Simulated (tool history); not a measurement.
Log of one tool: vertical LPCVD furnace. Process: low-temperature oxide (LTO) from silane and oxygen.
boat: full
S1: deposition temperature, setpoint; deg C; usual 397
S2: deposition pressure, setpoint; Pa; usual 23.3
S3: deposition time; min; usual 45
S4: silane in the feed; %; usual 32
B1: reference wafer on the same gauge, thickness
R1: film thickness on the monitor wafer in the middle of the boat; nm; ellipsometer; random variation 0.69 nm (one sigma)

run,hour,S1,S2,S3,S4,B1,R1
1,0,397,19.3,45,32,206.01,188.47
2,9.3,397,19.3,45,32,206,189.96
3,24.6,397,23.3,45,32,206.16,228.1
4,33.2,397,23.3,45,32,205.73,228.61
5,50.7,397,23.3,45,32,206.05,226.32
6,64.1,397,23.3,45,32,206.1,229.11
# hour 73.1: gauge calibrated
7,75.9,397,23.3,45,32,205.85,228.73
8,94.6,397,23.3,45,32,206.08,226.43
9,107.6,397,23.3,45,32,205.97,227.32
# hour 140: pressure gauge zeroed
# hour 164.5: silane flow controller replaced
10,165,397,23.3,45,32,206.09,216.72
11,168.7,397,23.3,45,32,206.16,216.18
12,172.4,397,23.3,45,32,206.01,215.57
13,176.1,397,27.3,45,28,205.77,205.75
14,182.1,397,26.7,53.5,32,206.01,295.02
15,190.9,397,23.3,45,32,205.99,214.5

Run 16 comes next. What will it give?
16,203.3,397,21.3,52,35,?,?

Run 16 gave B1 206.17, R1 259.71 nm.
Without the tool's hidden state the same run would have given R1 279.44 nm.
